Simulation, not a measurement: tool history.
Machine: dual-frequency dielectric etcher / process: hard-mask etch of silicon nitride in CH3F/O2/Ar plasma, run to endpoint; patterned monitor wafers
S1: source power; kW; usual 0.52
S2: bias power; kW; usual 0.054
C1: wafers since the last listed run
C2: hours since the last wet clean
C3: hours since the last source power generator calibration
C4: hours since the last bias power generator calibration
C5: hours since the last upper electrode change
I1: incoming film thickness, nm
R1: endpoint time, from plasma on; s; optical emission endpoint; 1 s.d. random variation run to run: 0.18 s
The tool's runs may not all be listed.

| run | hour | S1 | S2 | C1 | C2 | C3 | C4 | C5 | I1 | R1 |
|---|---|---|---|---|---|---|---|---|---|---|
| 1 | 0 | 0.52 | 0.054 | 0 | 64.9 | 2357.9 | 3368.2 | 4771.4 | 44.91 | 61.5 |
| 2 | 49 | 0.52 | 0.054 | 529 | 113.9 | 2406.9 | 3417.2 | 4820.4 | 44.57 | 61.2 |
| 3 | 91.2 | 0.52 | 0.054 | 455 | 156.1 | 2449.1 | 3459.4 | 4862.6 | 44.73 | 61.4 |
| 4 | 149.3 | 0.57 | 0.064 | 627 | 214.2 | 2507.2 | 3517.5 | 4920.7 | 44.88 | 54.9 |
| 5 | 213.1 | 0.6 | 0.054 | 689 | 278 | 2571 | 3581.3 | 4984.5 | 45.39 | 57.7 |
|  | 311.3 | wet clean of the chamber |
| 6 | 347.1 | 0.6 | 0.054 | 1188 | 35.8 | 2705 | 3715.3 | 5118.5 | 45.07 | 58.3 |
| 7 | 521 | 0.52 | 0.054 | 1878 | 209.7 | 2878.9 | 3889.2 | 5292.4 | 45.04 | 62.1 |
| 8 | 561.4 | 0.52 | 0.054 | 436 | 250.1 | 2919.3 | 3929.6 | 5332.8 | 45.1 | 61.1 |
| 9 | 629 | 0.61 | 0.054 | 730 | 317.7 | 2986.9 | 3997.2 | 5400.4 | 44.67 | 56.3 |
|  | 645.1 | source power generator calibrated |
|  | 668.5 | upper electrode replaced |
|  | 693.4 | wet clean of the chamber |
| 10 | 693.9 | 0.61 | 0.054 | 146 | 0.5 | 48.8 | 4062.1 | 25.4 | 44.85 | 56.4 |
| 11 | 745 | 0.61 | 0.054 | 551 | 51.6 | 99.9 | 4113.2 | 76.5 | 44.9 | 56.2 |
| 12 | 789.9 | 0.52 | 0.054 | 484 | 96.5 | 144.8 | 4158.1 | 121.4 | 45.16 | 60.8 |
|  | 803.9 | bias power generator calibrated |
| 13 | 848.3 | 0.52 | 0.054 | 587 | 154.9 | 203.2 | 44.4 | 179.8 | 45.05 | 60.3 |
| 14 | 879.2 | 0.52 | 0.054 | 333 | 185.8 | 234.1 | 75.3 | 210.7 | 44.9 | 60.1 |
| 15 | 931.6 | 0.45 | 0.062 | 565 | 238.2 | 286.5 | 127.7 | 263.1 | 44.63 | 60.4 |
| 16 | 1002.3 | 0.52 | 0.054 | 763 | 308.9 | 357.2 | 198.4 | 333.8 | 44.81 | 59.7 |
| 17 | 1041.3 | 0.52 | 0.06 | 421 | 347.9 | 396.2 | 237.4 | 372.8 | 45.06 | 57.1 |
| 18 | 1069.7 | 0.44 | 0.046 | 306 | 376.3 | 424.6 | 265.8 | 401.2 | 44.8 | 68.8 |
|  | 1118.2 | wet clean of the chamber |
| 19 | 1118.7 | 0.47 | 0.044 | 270 | 0.5 | 473.6 | 314.8 | 450.2 | 45.37 | 71.2 |
| 20 | 1154.6 | 0.52 | 0.054 | 387 | 36.4 | 509.5 | 350.7 | 486.1 | 44.39 | 60.6 |
| 21 | 1213.4 | 0.44 | 0.05 | 635 | 95.2 | 568.3 | 409.5 | 544.9 | 44.9 | 68.5 |
| 22 | 1245.8 | 0.52 | 0.054 | 349 | 127.6 | 600.7 | 441.9 | 577.3 | 44.51 | 60.4 |
| 23 | 1288.3 | 0.52 | 0.063 | 459 | 170.1 | 643.2 | 484.4 | 619.8 | 44.51 | 56.6 |
| 24 | 1387.2 | 0.6 | 0.058 | 1068 | 269 | 742.1 | 583.3 | 718.7 | 44.7 | 54.4 |
|  | 1449.3 | wet clean of the chamber |
| 25 | 1449.8 | 0.45 | 0.041 | 416 | 0.5 | 804.7 | 645.9 | 781.3 | 45.26 | 74.3 |
| 26 | 1565.8 | 0.52 | 0.054 | 1252 | 116.5 | 920.7 | 761.9 | 897.3 | 44.74 | 60.9 |

Same runs, no hidden state in the tool, same run-to-run variation:
Hidden conditions of the tool in this case: etch rate over this chamber's usual, %; source power that arrives over what is set, %; bias power that arrives over what is set, %.
| run | R1 |
|---|---|
| 1 | 60.9 |
| 2 | 60.8 |
| 3 | 61.1 |
| 4 | 54.8 |
| 5 | 57.9 |
| 6 | 57.2 |
| 7 | 61.7 |
| 8 | 60.9 |
| 9 | 56.3 |
| 10 | 56.6 |
| 11 | 56.5 |
| 12 | 61.4 |
| 13 | 61 |
| 14 | 61 |
| 15 | 61.6 |
| 16 | 61.2 |
| 17 | 58.6 |
| 18 | 70.8 |
| 19 | 70.7 |
| 20 | 60.3 |
| 21 | 68.5 |
| 22 | 60.4 |
| 23 | 56.9 |
| 24 | 55 |
| 25 | 73.6 |
| 26 | 60.8 |

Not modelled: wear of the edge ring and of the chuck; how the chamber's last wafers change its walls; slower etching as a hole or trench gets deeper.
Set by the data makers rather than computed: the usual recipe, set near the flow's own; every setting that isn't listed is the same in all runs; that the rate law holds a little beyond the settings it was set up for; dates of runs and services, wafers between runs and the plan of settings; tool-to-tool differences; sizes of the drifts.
